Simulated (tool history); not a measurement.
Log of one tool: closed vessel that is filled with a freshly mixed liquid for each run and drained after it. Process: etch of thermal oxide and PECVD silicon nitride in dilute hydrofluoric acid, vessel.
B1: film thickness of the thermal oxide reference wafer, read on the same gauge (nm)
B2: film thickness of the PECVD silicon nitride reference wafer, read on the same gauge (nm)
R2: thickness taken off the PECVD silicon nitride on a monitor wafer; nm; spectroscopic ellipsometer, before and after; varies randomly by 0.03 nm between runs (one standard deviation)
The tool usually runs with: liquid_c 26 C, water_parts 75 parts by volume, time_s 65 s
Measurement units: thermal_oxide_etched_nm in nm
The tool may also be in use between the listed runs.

Run 1, hour 0: usual settings but time_s 75 s; B1 150.01; B2 89.995. Result: thermal_oxide_etched_nm 5.016 nm, R2 1.928 nm.
Run 2, hour 57.2: usual settings but time_s 75 s; B1 149.989; B2 90.039. Result: thermal_oxide_etched_nm 4.994 nm, R2 1.91 nm.
Run 3, hour 116.6: usual settings; B1 149.998; B2 90.005. Result: thermal_oxide_etched_nm 4.29 nm, R2 1.611 nm.
Run 4, hour 206.6: usual settings; B1 150.024; B2 90.037. Result: thermal_oxide_etched_nm 4.205 nm, R2 1.63 nm.
Run 5, hour 271.8: usual settings but liquid_c 24.5 C, time_s 35 s; B1 150.01; B2 89.996. Result: thermal_oxide_etched_nm 2.107 nm, R2 0.783 nm.
Run 6, hour 336.1: usual settings but liquid_c 24.5 C, time_s 35 s; B1 150.011; B2 90.038. Result: thermal_oxide_etched_nm 2.124 nm, R2 0.784 nm.
Run 7, hour 412.1: usual settings but time_s 35 s; B1 150.006; B2 89.986. Result: thermal_oxide_etched_nm 2.234 nm, R2 0.852 nm.
Run 8, hour 478: usual settings; B1 150.017; B2 90.032. Result: thermal_oxide_etched_nm 4.136 nm, R2 1.601 nm.
At hour 517.8: hydrofluoric acid flow meter replaced.
At hour 572: thermometer replaced.
Run 9, hour 576.1: usual settings; B1 149.985; B2 90.03. Result: thermal_oxide_etched_nm 4.418 nm, R2 1.729 nm.
Run 10, hour 616.5: usual settings; B1 150.009; B2 90.011. Result: thermal_oxide_etched_nm 4.389 nm, R2 1.616 nm.
Run 11, hour 663.5: usual settings but liquid_c 22 C, water_parts 65 parts by volume; B1 149.995; B2 89.985. Result: thermal_oxide_etched_nm 4.331 nm, R2 1.517 nm.
Run 12, hour 735.4: usual settings; B1 149.979; B2 89.994. Result: thermal_oxide_etched_nm 4.383 nm, R2 1.684 nm.
Run 13, hour 792.8: usual settings but liquid_c 28.5 C, water_parts 105 parts by volume; B1 150; B2 90.005. Result: thermal_oxide_etched_nm 3.289 nm, R2 1.4 nm.
Run 14, hour 842.3: usual settings but liquid_c 29.5 C, water_parts 95 parts by volume, time_s 105 s; B1 150.003; B2 89.985. Result: thermal_oxide_etched_nm 6.115 nm, R2 2.677 nm.
Run 15, hour 911.8: usual settings; B1 149.987; B2 89.993. Result: thermal_oxide_etched_nm 4.249 nm, R2 1.659 nm.
At hour 958.5: gauge calibrated.
Run 16, hour 1007.9: usual settings; B1 150.011; B2 89.99. Result: thermal_oxide_etched_nm 4.22 nm, R2 1.612 nm.
Run 17, hour 1054.5: usual settings but time_s 100 s; B1 150.001; B2 89.959. Result: thermal_oxide_etched_nm 6.507 nm, R2 2.527 nm.
Run 18, hour 1141.8: usual settings but water_parts 105 parts by volume; B1 150; B2 89.974. Result: thermal_oxide_etched_nm 2.88 nm, R2 1.165 nm.
Run 19, hour 1241.8: usual settings but liquid_c 24.5 C, water_parts 90 parts by volume, time_s 75 s; B1 150.018; B2 89.967. Result: thermal_oxide_etched_nm 3.667 nm, R2 1.436 nm.
Run 20, hour 1281: usual settings but liquid_c 24.5 C, water_parts 90 parts by volume, time_s 75 s; B1 149.99; B2 89.998. Result: thermal_oxide_etched_nm 3.668 nm, R2 1.366 nm.
Run 21, hour 1373.9: usual settings but liquid_c 29 C, water_parts 40 parts by volume; B1 149.997; B2 89.959. Result: thermal_oxide_etched_nm 9.158 nm, R2 3.61 nm.

Branching from run 21: 3 alternative next runs. What would each branch give?
Run A, hour 1374.6: usual settings but time_s 50 s; B1 ?; B2 ?. Result: thermal_oxide_etched_nm ?, R2 ?.
Run B, hour 1374.6: usual settings but liquid_c 22 C, time_s 30 s; B1 ?; B2 ?. Result: thermal_oxide_etched_nm ?, R2 ?.
Run C, hour 1374.6: usual settings but liquid_c 29.5 C; B1 ?; B2 ?. Result: thermal_oxide_etched_nm ?, R2 ?.

run       B1      B2  thermal_oxide_etched_nm     R2
  A  150.013  90.013                    3.155  1.239
  B  150.013  90.013                    1.612   0.57
  C  150.013  90.013                      4.7  2.018
With no hidden state in the tool, these same runs would have given:
run  thermal_oxide_etched_nm     R2
  A                    3.467  1.348
  B                     1.77  0.619
  C                    5.167  2.197
